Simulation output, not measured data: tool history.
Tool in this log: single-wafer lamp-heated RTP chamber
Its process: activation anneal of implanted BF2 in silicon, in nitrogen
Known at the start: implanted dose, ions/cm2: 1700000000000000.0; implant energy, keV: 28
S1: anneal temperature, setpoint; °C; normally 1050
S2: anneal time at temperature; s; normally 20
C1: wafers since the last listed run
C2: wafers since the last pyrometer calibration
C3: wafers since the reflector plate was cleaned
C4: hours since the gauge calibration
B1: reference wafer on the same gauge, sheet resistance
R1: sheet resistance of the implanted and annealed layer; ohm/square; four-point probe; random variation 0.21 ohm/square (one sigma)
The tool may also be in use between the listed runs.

run     day    S1  S2    C1    C2     C3     C4     B1      R1
  1       0  1050  16     0  2476   8592  592.2  85.97  102.27
      1.325  -- gauge calibrated
  2   1.367  1050  16   467  2943   9059      1  86.04   102.3
  3   2.933  1050  20   535  3479   9595   38.6     86   98.43
  4   6.875  1050  20  1348  4828  10944  133.2  86.07   97.96
  5   9.696  1050  20   964  5793  11909  200.9  85.96   97.57
  6  11.571  1050  20   641  6434  12550  245.9  85.98   97.06
  7  13.142  1050  20   537  6971  13088  283.6  86.03   96.62
  8  14.825  1050  20   575  7547  13663    324  86.01   96.69
     16.633  -- reflector plate cleaned
     16.983  -- pyrometer window cleaned and pyrometer calibrated
  9  17.462  1050  20   674   164    168  387.3  86.04  100.09
 10  19.358  1038  28   648   812    817  432.8     86  101.63
 11  22.242  1060  15   986  1799   1803    502  86.04   98.39
 12    24.7  1067   9   840  2639   2644    561  85.98  102.04
 13  26.138  1063  16   491  3131   3136  595.5  86.04    95.8
 14  27.367  1042  20   420  3552   3556    625  86.02  104.37
     28.971  -- gauge calibrated
 15  30.117  1050  20   940  4492   4497   27.5     86   99.24
 16  31.567  1059  13   496  4988   4993   62.3  86.02  100.89
 17  33.688  1035   8   725  5714   5719  113.2  85.88  123.27
 18  34.933  1050  20   426  6140   6145  143.1  86.01   98.83
 19  37.354  1074  23   828  6968   6973  201.2  85.99   84.17

Measured less the same run without the tool's hidden state. The same run-to-run variation is in both; the gauge's scatter may not be:
Hidden state at play: true wafer temperature minus pyrometer reading, K; wafer temperature error from the tarnished reflector plate, K; gauge reads high (%).
run     R1
  1  -1.71
  2  -1.85
  3  -1.95
  4  -2.41
  5   -2.8
  6  -3.07
  7  -3.31
  8   -3.6
  9  -0.22
 10  -0.25
 11   -0.3
 12  -0.38
 13  -0.45
 14  -0.57
 15  -0.72
 16  -0.86
 17  -1.22
 18  -1.18
 19  -1.11

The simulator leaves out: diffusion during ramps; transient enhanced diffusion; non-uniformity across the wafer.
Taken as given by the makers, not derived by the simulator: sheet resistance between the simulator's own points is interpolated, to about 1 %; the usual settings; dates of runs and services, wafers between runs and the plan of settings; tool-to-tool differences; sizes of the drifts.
